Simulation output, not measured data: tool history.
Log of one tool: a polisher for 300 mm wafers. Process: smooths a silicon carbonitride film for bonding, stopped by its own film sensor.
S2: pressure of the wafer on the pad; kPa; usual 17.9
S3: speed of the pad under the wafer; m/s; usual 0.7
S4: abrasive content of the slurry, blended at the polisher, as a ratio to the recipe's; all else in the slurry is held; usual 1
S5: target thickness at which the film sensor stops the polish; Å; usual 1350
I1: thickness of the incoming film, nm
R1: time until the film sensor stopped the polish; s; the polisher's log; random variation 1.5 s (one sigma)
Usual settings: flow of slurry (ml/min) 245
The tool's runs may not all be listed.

run 1 hour=0 | flow_of_slurry_(ml/min)=245 S2=17.9 S3=0.7 S4=1 S5=1260 | I1=167.4 | R1=228.4
run 2 hour=34.5 | flow_of_slurry_(ml/min)=245 S2=17.9 S3=0.7 S4=1 S5=1260 | I1=171.1 | R1=253.2
run 3 hour=56 | flow_of_slurry_(ml/min)=245 S2=17.9 S3=0.7 S4=1 S5=1260 | I1=166.9 | R1=230.3
-- hour=65 slurry blender recalibrated
run 4 hour=79.1 | flow_of_slurry_(ml/min)=245 S2=17.9 S3=0.8 S4=1 S5=1350 | I1=172.2 | R1=167.3
run 5 hour=113.2 | flow_of_slurry_(ml/min)=245 S2=17.9 S3=0.8 S4=1 S5=1350 | I1=169 | R1=155.8
-- hour=118 slurry nozzle cleaned
run 6 hour=143.2 | flow_of_slurry_(ml/min)=245 S2=17.9 S3=0.7 S4=1 S5=1350 | I1=169.9 | R1=177.7
run 7 hour=161.8 | flow_of_slurry_(ml/min)=245 S2=14.5 S3=0.7 S4=1 S5=1440 | I1=169.6 | R1=163.7
run 8 hour=181.5 | flow_of_slurry_(ml/min)=245 S2=15.2 S3=0.48 S4=1 S5=1350 | I1=169.2 | R1=280.1
run 9 hour=200.2 | flow_of_slurry_(ml/min)=210 S2=17.9 S3=0.92 S4=1 S5=1350 | I1=169.7 | R1=146.2
run 10 hour=219 | flow_of_slurry_(ml/min)=175 S2=12.4 S3=0.7 S4=1 S5=1350 | I1=170 | R1=272.2
-- hour=226.3 worn pad replaced by a new one
run 11 hour=253.3 | flow_of_slurry_(ml/min)=245 S2=20.7 S3=0.7 S4=1.25 S5=1430 | I1=169.7 | R1=113.1
run 12 hour=284.4 | flow_of_slurry_(ml/min)=325 S2=22.8 S3=0.7 S4=1.1 S5=1420 | I1=169.8 | R1=111.6
run 13 hour=301 | flow_of_slurry_(ml/min)=245 S2=17.9 S3=0.7 S4=1 S5=1350 | I1=168.4 | R1=179.4
-- hour=303.3 head pressure recalibrated
run 14 hour=333.4 | flow_of_slurry_(ml/min)=285 S2=22.1 S3=0.7 S4=1 S5=1350 | I1=171.5 | R1=156.9
run 15 hour=360.8 | flow_of_slurry_(ml/min)=245 S2=12.4 S3=0.86 S4=1.1 S5=1350 | I1=172.8 | R1=246.9
-- hour=364.6 slurry nozzle cleaned
run 16 hour=387.8 | flow_of_slurry_(ml/min)=245 S2=17.9 S3=0.7 S4=1 S5=1350 | I1=171.9 | R1=205.3
-- hour=391.4 slurry blender recalibrated
run 17 hour=420.7 | flow_of_slurry_(ml/min)=245 S2=20 S3=0.92 S4=0.85 S5=1240 | I1=166.5 | R1=164.2
run 18 hour=455.2 | flow_of_slurry_(ml/min)=245 S2=17.9 S3=0.58 S4=0.9 S5=1350 | I1=171.5 | R1=227.4
-- hour=489.9 worn pad replaced by a new one
run 19 hour=490.4 | flow_of_slurry_(ml/min)=245 S2=17.9 S3=0.7 S4=1 S5=1350 | I1=170.3 | R1=184.4
run 20 hour=515.6 | flow_of_slurry_(ml/min)=245 S2=17.9 S3=0.7 S4=1 S5=1350 | I1=170.4 | R1=187.4
run 21 hour=549.9 | flow_of_slurry_(ml/min)=195 S2=20.7 S3=0.7 S4=1.25 S5=1350 | I1=170 | R1=151.9
run 22 hour=573.1 | flow_of_slurry_(ml/min)=245 S2=13.1 S3=0.7 S4=1.1 S5=1290 | I1=172.5 | R1=312.2
run 23 hour=598.5 | flow_of_slurry_(ml/min)=245 S2=17.9 S3=0.7 S4=1 S5=1350 | I1=171.3 | R1=197.9
run 24 hour=626.3 | flow_of_slurry_(ml/min)=245 S2=14.5 S3=0.6 S4=0.8 S5=1410 | I1=171.6 | R1=255.8
-- hour=634.7 slurry nozzle cleaned
run 25 hour=657.9 | flow_of_slurry_(ml/min)=245 S2=17.9 S3=0.7 S4=1 S5=1430 | I1=169.8 | R1=150
run 26 hour=676.9 | flow_of_slurry_(ml/min)=245 S2=17.9 S3=0.7 S4=0.9 S5=1350 | I1=170.3 | R1=206.1
-- hour=707.7 slurry blender recalibrated
run 27 hour=711.8 | flow_of_slurry_(ml/min)=245 S2=17.9 S3=0.58 S4=1 S5=1350 | I1=168 | R1=193.4
-- hour=716.3 worn pad replaced by a new one
run 28 hour=747.3 | flow_of_slurry_(ml/min)=315 S2=20 S3=0.7 S4=0.8 S5=1350 | I1=169.5 | R1=165.7
run 29 hour=779.3 | flow_of_slurry_(ml/min)=295 S2=15.9 S3=0.7 S4=1 S5=1350 | I1=172.5 | R1=212.7
run 30 hour=798.4 | flow_of_slurry_(ml/min)=185 S2=13.1 S3=0.7 S4=0.8 S5=1240 | I1=170.9 | R1=362.7
run 31 hour=811.1 | flow_of_slurry_(ml/min)=245 S2=20.7 S3=0.7 S4=1.25 S5=1430 | I1=171.3 | R1=118.9

3 ways to go on from here, each from the tool as it stands after run 31. What would each give?
run A hour=811.6 | flow_of_slurry_(ml/min)=245 S2=17.9 S3=0.48 S4=1 S5=1350 | I1=170.3 | R1=?
run B hour=811.6 | flow_of_slurry_(ml/min)=195 S2=14.5 S3=0.5 S4=1.1 S5=1350 | I1=170.3 | R1=?
run C hour=811.6 | flow_of_slurry_(ml/min)=245 S2=13.8 S3=0.7 S4=1 S5=1430 | I1=170.3 | R1=?

run=A R1=249.7
run=B R1=294.2
run=C R1=185.7
Without the tool's hidden state the same runs would have given:
run=A R1=240.7
run=B R1=284
run=C R1=179

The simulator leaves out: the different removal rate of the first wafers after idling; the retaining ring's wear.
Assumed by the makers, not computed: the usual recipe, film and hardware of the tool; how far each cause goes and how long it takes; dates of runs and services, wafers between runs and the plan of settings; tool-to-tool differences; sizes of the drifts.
